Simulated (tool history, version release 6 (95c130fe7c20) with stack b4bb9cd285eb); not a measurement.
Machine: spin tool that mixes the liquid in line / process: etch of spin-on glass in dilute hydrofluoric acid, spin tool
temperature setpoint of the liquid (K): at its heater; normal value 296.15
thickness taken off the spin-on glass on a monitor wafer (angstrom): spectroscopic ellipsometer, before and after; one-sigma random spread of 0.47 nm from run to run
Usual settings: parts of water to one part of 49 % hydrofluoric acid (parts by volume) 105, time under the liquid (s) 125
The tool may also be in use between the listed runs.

run     day  temperature setpoint of the liquid (K)  parts of water to one part of 49 % hydrofluoric acid (parts by volume)  time under the liquid (s)  read-back film thickness of the spin-on glass reference wafer, read on the same gauge (nm)  thickness taken off the spin-on glass on a monitor wafer (angstrom)
  1   0.000                                  296.15                                                                     105                        125                                                                                      120.00                                                                476.6
  2   3.488                                  296.15                                                                     105                        125                                                                                      120.00                                                                474.0
  3   5.858                                  296.15                                                                     105                        125                                                                                      120.01                                                                463.4
  4   8.325                                  296.15                                                                     105                        125                                                                                      120.00                                                                461.5
  5  12.042                                  296.15                                                                     105                        125                                                                                      120.00                                                                457.7
     13.592  -- hydrofluoric acid flow meter replaced
     15.362  -- thermometer replaced
  6  16.150                                  296.15                                                                     105                        125                                                                                      120.00                                                                483.6
  7  19.683                                  296.15                                                                     105                        125                                                                                      120.01                                                                480.4
  8  23.179                                  296.15                                                                     105                        125                                                                                      120.00                                                                474.1
  9  26.621                                  296.15                                                                      80                        125                                                                                      120.00                                                                634.1
 10  30.704                                  296.15                                                                     105                        125                                                                                      119.99                                                                482.0
     32.946  -- gauge calibrated
 11  33.650                                  296.15                                                                     105                        125                                                                                      120.00                                                                471.0
 12  37.996                                  298.15                                                                     145                        200                                                                                      120.00                                                                557.5
 13  42.046                                  298.65                                                                      65                        125                                                                                      119.99                                                                897.8
     43.750  -- hydrofluoric acid flow meter replaced
 14  44.067                                  296.15                                                                     105                        180                                                                                      120.01                                                                735.4
     46.421  -- thermometer replaced
 15  55.696                                  296.15                                                                     105                        180                                                                                      120.01                                                                687.6
 16  58.617                                  296.15                                                                     120                        150                                                                                      120.00                                                                497.0
 17  61.579                                  291.65                                                                     105                        125                                                                                      120.00                                                                397.2
 18  64.729                                  294.65                                                                     105                        125                                                                                      120.00                                                                446.1
 19  67.650                                  296.15                                                                     105                        125                                                                                      120.02                                                                470.6
 20  69.658                                  293.15                                                                     105                        175                                                                                      120.00                                                                588.1
 21  72.108                                  293.15                                                                      70                        165                                                                                      119.99                                                                865.0
 22  73.867                                  296.15                                                                     105                         90                                                                                      119.99                                                                337.6

Forecast each of these 4 alternatives for the next run:
  A  73.888                                  296.15                                                                     105                        190                                                                                           ?                                                                    ?
  B  73.888                                  298.15                                                                     105                        125                                                                                           ?                                                                    ?
  C  73.888                                  296.15                                                                      90                        125                                                                                           ?                                                                    ?
  D  73.888                                  296.15                                                                     105                        155                                                                                           ?                                                                    ?

run  read-back film thickness of the spin-on glass reference wafer, read on the same gauge (nm)  thickness taken off the spin-on glass on a monitor wafer (angstrom)
  A                                                                                      120.00                                                                704.0
  B                                                                                      120.00                                                                500.6
  C                                                                                      120.00                                                                551.2
  D                                                                                      120.00                                                                574.4
What these runs would have given with no unlogged condition in the tool:
run  thickness taken off the spin-on glass on a monitor wafer (angstrom)
  A                                                                737.2
  B                                                                524.8
  C                                                                576.1
  D                                                                601.4
